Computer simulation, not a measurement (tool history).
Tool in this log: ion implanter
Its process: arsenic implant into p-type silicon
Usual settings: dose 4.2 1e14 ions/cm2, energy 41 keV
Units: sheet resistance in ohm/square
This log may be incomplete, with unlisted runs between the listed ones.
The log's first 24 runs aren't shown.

run    hour  dose  energy  read-back reference wafer on the same gauge, sheet resistance  sheet resistance
 25  2489.3  5.17      41                                                         239.07            178.07
 26  2575.6  3.82    47.5                                                         239.09            222.97
 27  2641.4  3.63    48.5                                                         238.85            229.79
 28  2686.6  5.31    45.5                                                         239.06            174.56
 29    2734  4.72      41                                                         239.15            194.62
 30  2816.7  3.75      41                                                         238.97            231.87
 31  2855.2   4.2      41                                                          238.7            213.62
 32    2927  5.03    54.5                                                         238.95             179.7
 33  2989.4  3.45    30.5                                                         238.84            259.62

What if the next run were any one of these 5? Each begins from the tool's condition after run 33:
  A  2989.8   4.2      41                                                              ?                 ?
  B  2989.8  5.16      41                                                              ?                 ?
  C  2989.8  3.76      28                                                              ?                 ?
  D  2989.8  3.09      41                                                              ?                 ?
  E  2989.8  4.83      34                                                              ?                 ?

run  read-back reference wafer on the same gauge, sheet resistance  sheet resistance
  A                                                         238.93             214.8
  B                                                         238.93             183.6
  C                                                         238.93            246.61
  D                                                         238.93            270.39
  E                                                         238.93            198.57
Without the tool's hidden state the same runs would have given:
run  sheet resistance
  A            208.42
  B            178.08
  C            239.36
  D            262.53
  E            192.67
